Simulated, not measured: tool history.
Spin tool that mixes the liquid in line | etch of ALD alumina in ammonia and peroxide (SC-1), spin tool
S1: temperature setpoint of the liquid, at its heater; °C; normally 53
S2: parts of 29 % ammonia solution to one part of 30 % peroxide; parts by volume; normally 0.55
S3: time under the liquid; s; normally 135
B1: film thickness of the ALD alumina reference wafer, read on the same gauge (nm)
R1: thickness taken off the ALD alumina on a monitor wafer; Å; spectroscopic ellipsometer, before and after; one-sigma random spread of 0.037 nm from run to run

run 1 hour=0 | S1=53 S2=0.55 S3=135 | B1=110 | R1=60.5
run 2 hour=10.1 | S1=53 S2=0.55 S3=135 | B1=110.01 | R1=59.4
run 3 hour=22.3 | S1=49 S2=0.55 S3=135 | B1=110 | R1=48.1
run 4 hour=38.5 | S1=53 S2=0.55 S3=135 | B1=110.02 | R1=59.7
run 5 hour=55.8 | S1=53 S2=0.55 S3=135 | B1=110.05 | R1=59.9
run 6 hour=72.4 | S1=53 S2=0.55 S3=135 | B1=109.99 | R1=59.2
run 7 hour=90 | S1=53 S2=0.55 S3=135 | B1=110.02 | R1=59.6
run 8 hour=97.4 | S1=53 S2=0.55 S3=135 | B1=110.02 | R1=59.3
-- hour=122.8 gauge calibrated
run 9 hour=128.8 | S1=53 S2=0.55 S3=135 | B1=110 | R1=59.5
run 10 hour=143.3 | S1=53 S2=0.55 S3=135 | B1=110 | R1=59.4
run 11 hour=151 | S1=53 S2=0.55 S3=135 | B1=109.97 | R1=59.1
-- hour=154.6 ammonia flow meter replaced
-- hour=159.2 thermometer replaced
-- hour=163.5 new drum of ammonia solution connected
run 12 hour=168.4 | S1=51 S2=0.55 S3=135 | B1=110 | R1=61.4
run 13 hour=180 | S1=61 S2=0.55 S3=135 | B1=110.02 | R1=103.5
run 14 hour=195.8 | S1=53 S2=0.35 S3=165 | B1=110 | R1=80
-- hour=205.9 heated supply line repaired
run 15 hour=212.1 | S1=53 S2=0.55 S3=210 | B1=110.06 | R1=105.8
run 16 hour=229.8 | S1=44.5 S2=0.4 S3=70 | B1=110.05 | R1=21.3
run 17 hour=237 | S1=53 S2=0.3 S3=135 | B1=109.99 | R1=64.4
run 18 hour=252.9 | S1=53 S2=0.75 S3=135 | B1=110 | R1=70.1
run 19 hour=263.1 | S1=50.5 S2=0.25 S3=75 | B1=110 | R1=30.2
run 20 hour=279.2 | S1=53 S2=0.55 S3=135 | B1=109.99 | R1=67
run 21 hour=289.5 | S1=53 S2=0.55 S3=135 | B1=109.99 | R1=67.8

Expected results for the next run?
run 22 hour=304.4 | S1=53 S2=0.55 S3=135 | B1=? | R1=?

{"run 22": {"B1": 109.98, "R1": 67.7}}
Minus the tool's unlogged condition, the same run would have read R1 68.9 Å.
